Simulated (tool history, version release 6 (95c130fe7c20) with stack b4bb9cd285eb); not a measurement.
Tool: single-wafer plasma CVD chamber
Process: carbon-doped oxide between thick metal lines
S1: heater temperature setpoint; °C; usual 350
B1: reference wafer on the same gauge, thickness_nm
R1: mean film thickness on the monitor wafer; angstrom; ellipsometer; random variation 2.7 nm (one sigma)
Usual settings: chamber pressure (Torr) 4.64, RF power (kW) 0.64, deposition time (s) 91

run 1 hour=0 | S1=350 chamber_pressure_(Torr)=4.64 RF_power_(kW)=0.64 deposition_time_(s)=98.2 | B1=504.898 | R1=5322.58
run 2 hour=12.3 | S1=350 chamber_pressure_(Torr)=4.64 RF_power_(kW)=0.64 deposition_time_(s)=98.2 | B1=505.645 | R1=5316.57
run 3 hour=33.4 | S1=350 chamber_pressure_(Torr)=4.64 RF_power_(kW)=0.64 deposition_time_(s)=98.2 | B1=505.074 | R1=5282.03
run 4 hour=64.1 | S1=350 chamber_pressure_(Torr)=5 RF_power_(kW)=0.64 deposition_time_(s)=91 | B1=505.39 | R1=5011.29
run 5 hour=85.6 | S1=350 chamber_pressure_(Torr)=3.99 RF_power_(kW)=0.64 deposition_time_(s)=91 | B1=507.509 | R1=4753.16
run 6 hour=104.3 | S1=350 chamber_pressure_(Torr)=5.25 RF_power_(kW)=0.64 deposition_time_(s)=91 | B1=504.453 | R1=5035.82
-- hour=118.9 RF generator calibrated
run 7 hour=130.7 | S1=350 chamber_pressure_(Torr)=4.64 RF_power_(kW)=0.64 deposition_time_(s)=91 | B1=506.378 | R1=5143.86
run 8 hour=162.8 | S1=350 chamber_pressure_(Torr)=5.04 RF_power_(kW)=0.64 deposition_time_(s)=107.6 | B1=506.48 | R1=6243.73
-- hour=194.7 thermocouple changed; heater temperature recalibrated
run 9 hour=243.3 | S1=354 chamber_pressure_(Torr)=4.64 RF_power_(kW)=0.64 deposition_time_(s)=105.7 | B1=506.704 | R1=5950.98
run 10 hour=275 | S1=350 chamber_pressure_(Torr)=4.64 RF_power_(kW)=0.64 deposition_time_(s)=84.8 | B1=504.543 | R1=4839.84
run 11 hour=304.1 | S1=350 chamber_pressure_(Torr)=4.01 RF_power_(kW)=0.64 deposition_time_(s)=91 | B1=506.238 | R1=4945.54
run 12 hour=333.4 | S1=342 chamber_pressure_(Torr)=5.75 RF_power_(kW)=0.64 deposition_time_(s)=91 | B1=506.921 | R1=5521.22
run 13 hour=345.5 | S1=350 chamber_pressure_(Torr)=4.64 RF_power_(kW)=0.64 deposition_time_(s)=91 | B1=504.33 | R1=5159.73
run 14 hour=361.7 | S1=350 chamber_pressure_(Torr)=3.63 RF_power_(kW)=0.755 deposition_time_(s)=91 | B1=506.059 | R1=5446.18
run 15 hour=375.4 | S1=350 chamber_pressure_(Torr)=4.64 RF_power_(kW)=0.72 deposition_time_(s)=103.9 | B1=505.545 | R1=6456.8
run 16 hour=396.1 | S1=350 chamber_pressure_(Torr)=4.64 RF_power_(kW)=0.64 deposition_time_(s)=91 | B1=506.064 | R1=5141.83
run 17 hour=449.3 | S1=350 chamber_pressure_(Torr)=5.15 RF_power_(kW)=0.64 deposition_time_(s)=91 | B1=506.35 | R1=5255.54
run 18 hour=463.8 | S1=350 chamber_pressure_(Torr)=4.64 RF_power_(kW)=0.56 deposition_time_(s)=91 | B1=505.823 | R1=4638.85
-- hour=470.6 gauge calibrated
run 19 hour=544 | S1=360 chamber_pressure_(Torr)=5.49 RF_power_(kW)=0.64 deposition_time_(s)=91 | B1=504.802 | R1=5218.79
-- hour=554.1 capacitance manometer re-zeroed and calibrated
-- hour=557.1 showerhead replaced
run 20 hour=567.6 | S1=356 chamber_pressure_(Torr)=4.64 RF_power_(kW)=0.745 deposition_time_(s)=83.2 | B1=505.778 | R1=5159.59
run 21 hour=588.1 | S1=343 chamber_pressure_(Torr)=4.12 RF_power_(kW)=0.54 deposition_time_(s)=76.3 | B1=504.828 | R1=3756.54
run 22 hour=609.5 | S1=350 chamber_pressure_(Torr)=4.27 RF_power_(kW)=0.735 deposition_time_(s)=77.7 | B1=505.814 | R1=4767.41
run 23 hour=641.4 | S1=361 chamber_pressure_(Torr)=4.64 RF_power_(kW)=0.69 deposition_time_(s)=91 | B1=506.052 | R1=5320.99
run 24 hour=664.3 | S1=355 chamber_pressure_(Torr)=4.64 RF_power_(kW)=0.64 deposition_time_(s)=91 | B1=505.878 | R1=5078.49
run 25 hour=688.1 | S1=350 chamber_pressure_(Torr)=4.64 RF_power_(kW)=0.64 deposition_time_(s)=91 | B1=505.533 | R1=5164.54
run 26 hour=714.1 | S1=357 chamber_pressure_(Torr)=4.1 RF_power_(kW)=0.575 deposition_time_(s)=91 | B1=505.005 | R1=4526.1
run 27 hour=782.2 | S1=336 chamber_pressure_(Torr)=3.59 RF_power_(kW)=0.64 deposition_time_(s)=91 | B1=505.849 | R1=4969.36
run 28 hour=797.6 | S1=350 chamber_pressure_(Torr)=5.65 RF_power_(kW)=0.575 deposition_time_(s)=91 | B1=506.048 | R1=4916.65

Forecast each of these 4 alternatives for the next run:
run A hour=798 | S1=350 chamber_pressure_(Torr)=4.64 RF_power_(kW)=0.64 deposition_time_(s)=107.7 | B1=? | R1=?
run B hour=798 | S1=365 chamber_pressure_(Torr)=5.42 RF_power_(kW)=0.7 deposition_time_(s)=91 | B1=? | R1=?
run C hour=798 | S1=350 chamber_pressure_(Torr)=4.64 RF_power_(kW)=0.69 deposition_time_(s)=91 | B1=? | R1=?
run D hour=798 | S1=350 chamber_pressure_(Torr)=4.04 RF_power_(kW)=0.715 deposition_time_(s)=98.3 | B1=? | R1=?

run=A B1=506.692 R1=6064.5
run=B B1=506.692 R1=5499.39
run=C B1=506.692 R1=5419.45
run=D B1=506.692 R1=5793.21
Without the tool's hidden state the same runs would have given:
run=A R1=6125.38
run=B R1=5553.02
run=C R1=5472.3
run=D R1=5849.71

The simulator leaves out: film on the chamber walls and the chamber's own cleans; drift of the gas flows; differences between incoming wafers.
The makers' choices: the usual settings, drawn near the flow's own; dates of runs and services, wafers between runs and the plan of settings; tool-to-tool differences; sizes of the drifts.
